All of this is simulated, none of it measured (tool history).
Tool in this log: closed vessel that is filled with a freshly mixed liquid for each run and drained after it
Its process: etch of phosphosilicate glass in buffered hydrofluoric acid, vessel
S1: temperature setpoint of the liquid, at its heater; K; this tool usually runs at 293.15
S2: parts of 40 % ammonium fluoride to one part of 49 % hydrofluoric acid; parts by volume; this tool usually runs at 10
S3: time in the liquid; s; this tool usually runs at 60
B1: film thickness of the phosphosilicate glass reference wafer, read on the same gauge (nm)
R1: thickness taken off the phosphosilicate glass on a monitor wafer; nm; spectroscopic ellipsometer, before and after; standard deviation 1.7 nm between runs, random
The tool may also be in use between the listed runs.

run,hour,S1,S2,S3,B1,R1
1,0,293.15,11.5,60,50.07,444.44
2,68.5,293.15,11.5,60,50.05,443.74
3,111.4,293.15,11.5,60,49.99,442.25
4,169.8,293.15,10,60,49.95,510.33
5,254.1,293.15,10,60,49.98,508.2
6,354.2,293.15,10,60,50.03,501.95
7,418.1,291.65,10,75,50.01,580.66
8,629.8,291.65,10,75,50.01,577.42
9,666.6,293.15,10,85,49.97,707.18
10,703.2,293.15,10,85,49.98,709.94
11,797.6,290.15,13,60,50.01,327.46
12,872.7,290.15,12.5,70,49.94,393.73
# hour 893.9: gauge calibrated
13,947.2,293.15,10,60,49.98,498.53
14,999.2,293.15,10,75,50.05,619.4
15,1071.6,290.15,9,50,50.01,380.46
# hour 1081.1: thermometer replaced
16,1127.7,290.15,10,60,49.98,416.75
# hour 1140.5: hydrofluoric acid flow meter replaced
17,1190.9,293.15,10,50,50,434.85
18,1479.5,290.15,10,60,50.02,435.24
19,1584.5,290.15,13.5,85,50,459.93
20,1657.5,291.65,7,60,50.01,665.93
21,1711,293.15,10,60,49.99,513.99

Measured less the same run without the tool's hidden state. The same run-to-run variation is in both; the gauge's scatter may not be:
The tool's hidden condition here consists of: liquid colder than its thermometer reads (K); hydrofluoric acid flow below the setpoint (%); gauge reads high (%).
run,R1
1,-11.21
2,-12.03
3,-12.47
4,-15.14
5,-16.22
6,-17.38
7,-21.13
8,-24.33
9,-30.55
10,-31.35
11,-15.44
12,-19.39
13,-25.42
14,-32.49
15,-13.25
16,-23.37
17,-2.2
18,-5.42
19,-7.06
20,-12.63
21,-9.51
